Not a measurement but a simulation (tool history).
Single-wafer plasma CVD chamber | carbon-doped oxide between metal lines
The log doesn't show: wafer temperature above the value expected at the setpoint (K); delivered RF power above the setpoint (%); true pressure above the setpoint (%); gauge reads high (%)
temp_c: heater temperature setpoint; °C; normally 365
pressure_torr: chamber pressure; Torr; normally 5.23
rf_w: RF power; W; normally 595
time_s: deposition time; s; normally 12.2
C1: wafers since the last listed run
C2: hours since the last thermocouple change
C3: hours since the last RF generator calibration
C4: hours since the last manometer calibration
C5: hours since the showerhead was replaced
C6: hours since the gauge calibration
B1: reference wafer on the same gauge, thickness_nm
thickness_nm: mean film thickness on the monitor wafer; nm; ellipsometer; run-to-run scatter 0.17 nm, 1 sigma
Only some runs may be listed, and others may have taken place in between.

Run 1, hour 0: usual settings; C1 0; C2 649.4; C3 1225.8; C4 666.1; C5 3615.2; C6 1027.8; B1 71.477. Result: thickness_nm 64.78 nm.
Run 2, hour 63.1: usual settings; C1 1032; C2 712.5; C3 1288.9; C4 729.2; C5 3678.3; C6 1090.9; B1 71.462. Result: thickness_nm 64.894 nm.
Run 3, hour 113.1: usual settings but time_s 11 s; C1 818; C2 762.5; C3 1338.9; C4 779.2; C5 3728.3; C6 1140.9; B1 71.542. Result: thickness_nm 58.416 nm.
Run 4, hour 143.3: usual settings but time_s 11 s; C1 494; C2 792.7; C3 1369.1; C4 809.4; C5 3758.5; C6 1171.1; B1 71.456. Result: thickness_nm 58.348 nm.
Run 5, hour 212.4: usual settings but time_s 11 s; C1 1130; C2 861.8; C3 1438.2; C4 878.5; C5 3827.6; C6 1240.2; B1 71.56. Result: thickness_nm 58.525 nm.
Run 6, hour 279.7: usual settings; C1 1101; C2 929.1; C3 1505.5; C4 945.8; C5 3894.9; C6 1307.5; B1 71.496. Result: thickness_nm 64.58 nm.
At hour 314.7: gauge calibrated.
Run 7, hour 319.7: usual settings but temp_c 362 °C; C1 654; C2 969.1; C3 1545.5; C4 985.8; C5 3934.9; C6 5; B1 71.58. Result: thickness_nm 65.229 nm.
Run 8, hour 384.5: usual settings but temp_c 362 °C; C1 1060; C2 1033.9; C3 1610.3; C4 1050.6; C5 3999.7; C6 69.8; B1 71.479. Result: thickness_nm 65.173 nm.
At hour 431.3: showerhead replaced.
Run 9, hour 455.8: usual settings; C1 1035; C2 1105.2; C3 1681.6; C4 1121.9; C5 24.5; C6 141.1; B1 71.509. Result: thickness_nm 64.669 nm.
Run 10, hour 540.8: usual settings; C1 1390; C2 1190.2; C3 1766.6; C4 1206.9; C5 109.5; C6 226.1; B1 71.516. Result: thickness_nm 64.872 nm.
Run 11, hour 569.7: usual settings; C1 472; C2 1219.1; C3 1795.5; C4 1235.8; C5 138.4; C6 255; B1 71.437. Result: thickness_nm 64.847 nm.
Run 12, hour 607.9: usual settings but time_s 13.9 s; C1 625; C2 1257.3; C3 1833.7; C4 1274; C5 176.6; C6 293.2; B1 71.459. Result: thickness_nm 73.299 nm.
At hour 618.7: capacitance manometer re-zeroed and calibrated.
Run 13, hour 638.4: usual settings but time_s 11 s; C1 368; C2 1287.8; C3 1864.2; C4 19.7; C5 207.1; C6 323.7; B1 71.529. Result: thickness_nm 58.645 nm.
Run 14, hour 679: usual settings but pressure_torr 6.15 Torr, time_s 10 s; C1 664; C2 1328.4; C3 1904.8; C4 60.3; C5 247.7; C6 364.3; B1 71.509. Result: thickness_nm 53.782 nm.
Run 15, hour 736.2: usual settings but temp_c 379 °C, pressure_torr 4.16 Torr, rf_w 500 W, time_s 10.8 s; C1 935; C2 1385.6; C3 1962; C4 117.5; C5 304.9; C6 421.5; B1 71.495. Result: thickness_nm 47.041 nm.
Run 16, hour 766.2: usual settings but temp_c 380 °C, pressure_torr 6.53 Torr; C1 490; C2 1415.6; C3 1992; C4 147.5; C5 334.9; C6 451.5; B1 71.602. Result: thickness_nm 63.89 nm.
Run 17, hour 833.4: usual settings; C1 1099; C2 1482.8; C3 2059.2; C4 214.7; C5 402.1; C6 518.7; B1 71.415. Result: thickness_nm 64.669 nm.
Run 18, hour 866.3: usual settings; C1 538; C2 1515.7; C3 2092.1; C4 247.6; C5 435; C6 551.6; B1 71.428. Result: thickness_nm 64.931 nm.
At hour 882.5: thermocouple changed; heater temperature recalibrated.
Run 19, hour 911.8: usual settings but pressure_torr 4.55 Torr; C1 613; C2 29.3; C3 2137.6; C4 293.1; C5 480.5; C6 597.1; B1 71.519. Result: thickness_nm 64.411 nm.
Run 20, hour 942.2: usual settings but temp_c 371 °C, pressure_torr 6.37 Torr, rf_w 485 W, time_s 13.3 s; C1 497; C2 59.7; C3 2168; C4 323.5; C5 510.9; C6 627.5; B1 71.502. Result: thickness_nm 61.263 nm.
Run 21, hour 996: usual settings; C1 880; C2 113.5; C3 2221.8; C4 377.3; C5 564.7; C6 681.3; B1 71.555. Result: thickness_nm 65.385 nm.
Run 22, hour 1026.9: usual settings but temp_c 352 °C, pressure_torr 4.05 Torr; C1 505; C2 144.4; C3 2252.7; C4 408.2; C5 595.6; C6 712.2; B1 71.387. Result: thickness_nm 65.778 nm.
At hour 1043.1: RF generator calibrated.
Run 23, hour 1068.4: usual settings but temp_c 355 °C, pressure_torr 4.74 Torr; C1 548; C2 185.9; C3 25.3; C4 449.7; C5 637.1; C6 753.7; B1 71.606. Result: thickness_nm 66.293 nm.
Run 24, hour 1096.9: usual settings; C1 466; C2 214.4; C3 53.8; C4 478.2; C5 665.6; C6 782.2; B1 71.474. Result: thickness_nm 65.324 nm.
Run 25, hour 1165.1: usual settings but pressure_torr 4.59 Torr; C1 1115; C2 282.6; C3 122; C4 546.4; C5 733.8; C6 850.4; B1 71.483. Result: thickness_nm 64.264 nm.
Run 26, hour 1205.9: usual settings but temp_c 378 °C, pressure_torr 5.63 Torr, rf_w 480 W; C1 667; C2 323.4; C3 162.8; C4 587.2; C5 774.6; C6 891.2; B1 71.445. Result: thickness_nm 53.857 nm.
Run 27, hour 1246: usual settings but temp_c 353 °C, pressure_torr 5.73 Torr, rf_w 550 W, time_s 14.3 s; C1 656; C2 363.5; C3 202.9; C4 627.3; C5 814.7; C6 931.3; B1 71.419. Result: thickness_nm 74.857 nm.
Run 28, hour 1292.8: usual settings but rf_w 495 W; C1 765; C2 410.3; C3 249.7; C4 674.1; C5 861.5; C6 978.1; B1 71.54. Result: thickness_nm 56.241 nm.
Run 29, hour 1343.9: usual settings; C1 836; C2 461.4; C3 300.8; C4 725.2; C5 912.6; C6 1029.2; B1 71.425. Result: thickness_nm 64.923 nm.
Run 30, hour 1401.9: usual settings but temp_c 368 °C; C1 948; C2 519.4; C3 358.8; C4 783.2; C5 970.6; C6 1087.2; B1 71.533. Result: thickness_nm 64.331 nm.

Below are 3 alternative next runs, each starting from the tool's condition after run 30. Predict each:
Run A, hour 1402.3: usual settings; C1 6; C2 519.8; C3 359.2; C4 783.6; C5 971; C6 1087.6; B1 ?. Result: thickness_nm ?.
Run B, hour 1402.3: usual settings but temp_c 354 °C, pressure_torr 5.85 Torr, time_s 11.1 s; C1 6; C2 519.8; C3 359.2; C4 783.6; C5 971; C6 1087.6; B1 ?. Result: thickness_nm ?.
Run C, hour 1402.3: usual settings but pressure_torr 6.34 Torr, rf_w 695 W; C1 6; C2 519.8; C3 359.2; C4 783.6; C5 971; C6 1087.6; B1 ?. Result: thickness_nm ?.

run      B1  thickness_nm
  A  71.467        64.975
  B  71.467        61.817
  C  71.467        74.167
Take away the tool's hidden state, keep each run's random variation, and the runs would have read:
run  thickness_nm
  A         65.64
  B        62.524
  C        74.926

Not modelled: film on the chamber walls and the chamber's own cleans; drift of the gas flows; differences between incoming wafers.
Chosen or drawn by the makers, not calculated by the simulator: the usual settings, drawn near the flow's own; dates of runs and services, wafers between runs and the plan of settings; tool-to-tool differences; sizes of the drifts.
